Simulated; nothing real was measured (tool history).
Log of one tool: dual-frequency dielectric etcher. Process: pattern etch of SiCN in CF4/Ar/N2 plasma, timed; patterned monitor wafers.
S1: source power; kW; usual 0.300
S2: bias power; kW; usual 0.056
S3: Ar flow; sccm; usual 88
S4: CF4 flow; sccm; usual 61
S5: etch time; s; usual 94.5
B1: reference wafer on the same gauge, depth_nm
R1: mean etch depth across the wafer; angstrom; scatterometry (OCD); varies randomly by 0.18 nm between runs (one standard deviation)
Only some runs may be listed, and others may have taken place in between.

{"run": 1, "day": 0.0, "S1": 0.3, "S2": 0.056, "S3": 88, "S4": 61, "S5": 101.5, "B1": 46.7, "R1": 585}
{"day": 2.171, "done": "wet clean of the chamber"}
{"run": 2, "day": 2.192, "S1": 0.3, "S2": 0.056, "S3": 88, "S4": 61, "S5": 94.5, "B1": 46.7, "R1": 556}
{"run": 3, "day": 3.233, "S1": 0.3, "S2": 0.056, "S3": 88, "S4": 61, "S5": 94.5, "B1": 46.7, "R1": 557}
{"run": 4, "day": 4.904, "S1": 0.3, "S2": 0.056, "S3": 88, "S4": 61, "S5": 94.5, "B1": 46.7, "R1": 553}
{"day": 6.112, "done": "upper electrode replaced"}
{"run": 5, "day": 7.054, "S1": 0.3, "S2": 0.056, "S3": 88, "S4": 61, "S5": 94.5, "B1": 46.7, "R1": 552}
{"run": 6, "day": 8.646, "S1": 0.3, "S2": 0.056, "S3": 88, "S4": 61, "S5": 94.5, "B1": 46.7, "R1": 551}
{"run": 7, "day": 11.533, "S1": 0.3, "S2": 0.056, "S3": 88, "S4": 61, "S5": 94.5, "B1": 46.7, "R1": 548}
{"day": 13.783, "done": "gauge calibrated"}
{"run": 8, "day": 14.092, "S1": 0.3, "S2": 0.056, "S3": 88, "S4": 49, "S5": 94.5, "B1": 46.7, "R1": 531}
{"run": 9, "day": 15.817, "S1": 0.3, "S2": 0.061, "S3": 88, "S4": 61, "S5": 94.5, "B1": 46.7, "R1": 563}
{"day": 16.383, "done": "bias power generator calibrated"}
{"day": 16.854, "done": "wet clean of the chamber"}
{"day": 17.025, "done": "CF4 flow controller replaced"}
{"run": 10, "day": 17.046, "S1": 0.27, "S2": 0.051, "S3": 105, "S4": 61, "S5": 111.5, "B1": 46.7, "R1": 569}
{"run": 11, "day": 18.942, "S1": 0.3, "S2": 0.056, "S3": 88, "S4": 61, "S5": 94.5, "B1": 46.7, "R1": 558}
{"day": 20.825, "done": "Ar flow controller replaced"}
{"day": 25.554, "done": "source power generator calibrated"}
{"run": 12, "day": 27.492, "S1": 0.3, "S2": 0.056, "S3": 88, "S4": 61, "S5": 94.5, "B1": 46.7, "R1": 529}
{"run": 13, "day": 29.421, "S1": 0.3, "S2": 0.056, "S3": 88, "S4": 61, "S5": 94.5, "B1": 46.7, "R1": 529}
{"run": 14, "day": 30.762, "S1": 0.3, "S2": 0.052, "S3": 80, "S4": 61, "S5": 94.5, "B1": 46.7, "R1": 523}
{"day": 33.658, "done": "wet clean of the chamber"}
{"run": 15, "day": 33.679, "S1": 0.38, "S2": 0.068, "S3": 88, "S4": 61, "S5": 94.5, "B1": 46.7, "R1": 725}
{"run": 16, "day": 35.371, "S1": 0.3, "S2": 0.056, "S3": 88, "S4": 61, "S5": 94.5, "B1": 46.7, "R1": 540}
{"run": 17, "day": 38.338, "S1": 0.3, "S2": 0.063, "S3": 79, "S4": 50, "S5": 84.5, "B1": 46.7, "R1": 493}
{"run": 18, "day": 39.358, "S1": 0.3, "S2": 0.051, "S3": 88, "S4": 73, "S5": 94.5, "B1": 46.7, "R1": 536}
{"run": 19, "day": 41.525, "S1": 0.3, "S2": 0.056, "S3": 88, "S4": 61, "S5": 94.5, "B1": 46.7, "R1": 536}
{"run": 20, "day": 43.204, "S1": 0.3, "S2": 0.056, "S3": 88, "S4": 61, "S5": 114.5, "B1": 46.7, "R1": 645}
{"run": 21, "day": 44.433, "S1": 0.3, "S2": 0.056, "S3": 88, "S4": 61, "S5": 94.5, "B1": 46.7, "R1": 534}
{"run": 22, "day": 45.833, "S1": 0.25, "S2": 0.056, "S3": 88, "S4": 61, "S5": 94.5, "B1": 46.8, "R1": 446}

3 options for the next run, each taken on its own from the tool as it stands now. Forecast them:
{"run": "A", "day": 45.85, "S1": 0.32, "S2": 0.056, "S3": 88, "S4": 61, "S5": 94.5, "B1": "?", "R1": "?"}
{"run": "B", "day": 45.85, "S1": 0.3, "S2": 0.056, "S3": 106, "S4": 61, "S5": 94.5, "B1": "?", "R1": "?"}
{"run": "C", "day": 45.85, "S1": 0.3, "S2": 0.056, "S3": 88, "S4": 61, "S5": 87.0, "B1": "?", "R1": "?"}

run=A B1=46.7 R1=569
run=B B1=46.7 R1=521
run=C B1=46.7 R1=492
Take away the tool's hidden state, keep each run's random variation, and the runs would have read:
run=A R1=576
run=B R1=527
run=C R1=498
